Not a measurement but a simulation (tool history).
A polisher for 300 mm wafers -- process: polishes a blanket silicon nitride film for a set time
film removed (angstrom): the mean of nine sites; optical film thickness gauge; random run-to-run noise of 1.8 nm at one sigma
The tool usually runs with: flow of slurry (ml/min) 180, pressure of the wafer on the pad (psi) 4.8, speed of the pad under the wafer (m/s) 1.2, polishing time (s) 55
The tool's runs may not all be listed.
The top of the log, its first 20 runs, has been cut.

run,hour,flow of slurry (ml/min),pressure of the wafer on the pad (psi),speed of the pad under the wafer (m/s),polishing time (s),wafers since the last listed run,wafers polished on this pad,hours since the slurry nozzle was cleaned,hours since the head pressure was calibrated,"incoming thickness of the incoming film, nm",film removed (angstrom)
# hour 1090.3: slurry nozzle cleaned
21,1127.3,220,3.5,1.2,55,613,2481,37,458,677.8,1350
22,1194.4,180,3.4,1.2,55,878,3359,104.1,525.1,683.7,1292
23,1246.1,140,6.1,0.96,42,676,4036,155.8,576.8,694.2,1207
24,1285.3,180,3.8,1.2,55,513,4549,195,616,695.8,1403
# hour 1292.4: worn pad replaced by a new one
25,1336.2,235,4.8,1.2,48,613,573,245.9,666.9,688.8,1484
26,1405.8,180,4.8,1.2,55,910,1484,315.5,736.5,694.9,1633
# hour 1431.6: slurry nozzle cleaned
27,1465.6,180,4.8,1.2,55,769,2253,34,796.3,690.5,1624
28,1528.1,180,5.9,1.62,55,817,3071,96.5,858.8,688.9,2462
29,1595.2,180,4.8,1.6,55,878,3949,163.6,925.9,684,2071
30,1635.9,180,4.8,1.2,55,532,4482,204.3,966.6,690.7,1619
# hour 1661: worn pad replaced by a new one
31,1664.7,180,4.8,1.2,44,324,48,233.1,995.4,684.8,1332

Run 32 is up next; what results do you expect?
32,1705.8,180,6,1.36,55,537,586,274.2,1036.5,695.9,?

film removed (angstrom): 2128
On a tool with no hidden condition, and with the same random variation, this run would have come out at film removed (angstrom) 2128.

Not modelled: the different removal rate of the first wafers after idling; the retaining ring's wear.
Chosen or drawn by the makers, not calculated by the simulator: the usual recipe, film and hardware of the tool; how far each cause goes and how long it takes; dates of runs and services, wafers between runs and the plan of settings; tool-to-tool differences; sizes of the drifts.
